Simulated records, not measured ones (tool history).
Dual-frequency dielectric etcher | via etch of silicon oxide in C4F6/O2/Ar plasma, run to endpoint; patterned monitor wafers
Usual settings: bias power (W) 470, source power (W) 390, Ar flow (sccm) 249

| run | day | bias power (W) | source power (W) | Ar flow (sccm) | incoming incoming film thickness, nm | endpoint time (s) |
|---|---|---|---|---|---|---|
| 1 | 0.000 | 470 | 390 | 270 | 126.8 | 28.8 |
| 2 | 0.312 | 470 | 390 | 249 | 125.8 | 28.7 |
| 3 | 1.562 | 470 | 390 | 249 | 125.8 | 28.6 |
|  | 2.771 | wet clean of the chamber |
| 4 | 2.792 | 470 | 390 | 249 | 125.8 | 27.4 |
| 5 | 2.804 | 470 | 390 | 249 | 126.5 | 27.6 |
| 6 | 2.817 | 470 | 390 | 249 | 124.7 | 27.3 |
| 7 | 3.367 | 470 | 390 | 249 | 125.3 | 27.6 |
|  | 4.467 | upper electrode replaced |
| 8 | 4.488 | 470 | 390 | 249 | 125.4 | 27.8 |
| 9 | 4.546 | 470 | 390 | 249 | 124.8 | 27.5 |
|  | 5.392 | Ar flow controller replaced |
| 10 | 5.412 | 470 | 390 | 249 | 125.5 | 27.6 |
| 11 | 5.871 | 470 | 390 | 249 | 124.5 | 27.6 |
| 12 | 7.925 | 358 | 350 | 283 | 125.3 | 31.6 |
| 13 | 8.308 | 383 | 420 | 210 | 125.5 | 28.0 |
| 14 | 8.950 | 470 | 360 | 270 | 125.8 | 29.0 |
| 15 | 9.225 | 470 | 390 | 249 | 125.4 | 27.9 |
|  | 9.483 | bias power generator calibrated |
| 16 | 9.867 | 587 | 290 | 282 | 125.6 | 30.0 |
| 17 | 10.346 | 403 | 330 | 199 | 125.9 | 30.4 |
| 18 | 10.883 | 403 | 330 | 199 | 126.3 | 30.8 |
| 19 | 11.133 | 381 | 390 | 249 | 125.0 | 29.4 |
|  | 11.417 | source power generator calibrated |
| 20 | 11.642 | 470 | 330 | 249 | 125.3 | 30.4 |
| 21 | 12.083 | 470 | 480 | 294 | 125.5 | 26.4 |
| 22 | 12.692 | 524 | 290 | 231 | 124.3 | 30.2 |
| 23 | 12.954 | 470 | 470 | 249 | 126.3 | 26.2 |
| 24 | 13.400 | 553 | 490 | 249 | 125.4 | 24.7 |
| 25 | 13.854 | 362 | 360 | 202 | 124.6 | 30.6 |
| 26 | 14.217 | 399 | 310 | 272 | 125.3 | 32.9 |
| 27 | 14.671 | 565 | 340 | 202 | 126.4 | 27.7 |
| 28 | 14.983 | 470 | 320 | 249 | 124.1 | 30.1 |
| 29 | 15.296 | 425 | 300 | 301 | 125.3 | 33.1 |
| 30 | 15.575 | 470 | 290 | 249 | 125.4 | 31.9 |

3 ways to go on from here, each from the tool as it stands after run 30. What would each give?
| A | 15.592 | 470 | 390 | 249 | 125.3 | ? |
| B | 15.592 | 569 | 300 | 249 | 125.3 | ? |
| C | 15.592 | 353 | 340 | 210 | 125.3 | ? |

| run | endpoint time (s) |
|---|---|
| A | 28.3 |
| B | 29.7 |
| C | 31.8 |
Without the tool's hidden state the same runs would have given:
| run | endpoint time (s) |
|---|---|
| A | 27.4 |
| B | 28.7 |
| C | 30.8 |

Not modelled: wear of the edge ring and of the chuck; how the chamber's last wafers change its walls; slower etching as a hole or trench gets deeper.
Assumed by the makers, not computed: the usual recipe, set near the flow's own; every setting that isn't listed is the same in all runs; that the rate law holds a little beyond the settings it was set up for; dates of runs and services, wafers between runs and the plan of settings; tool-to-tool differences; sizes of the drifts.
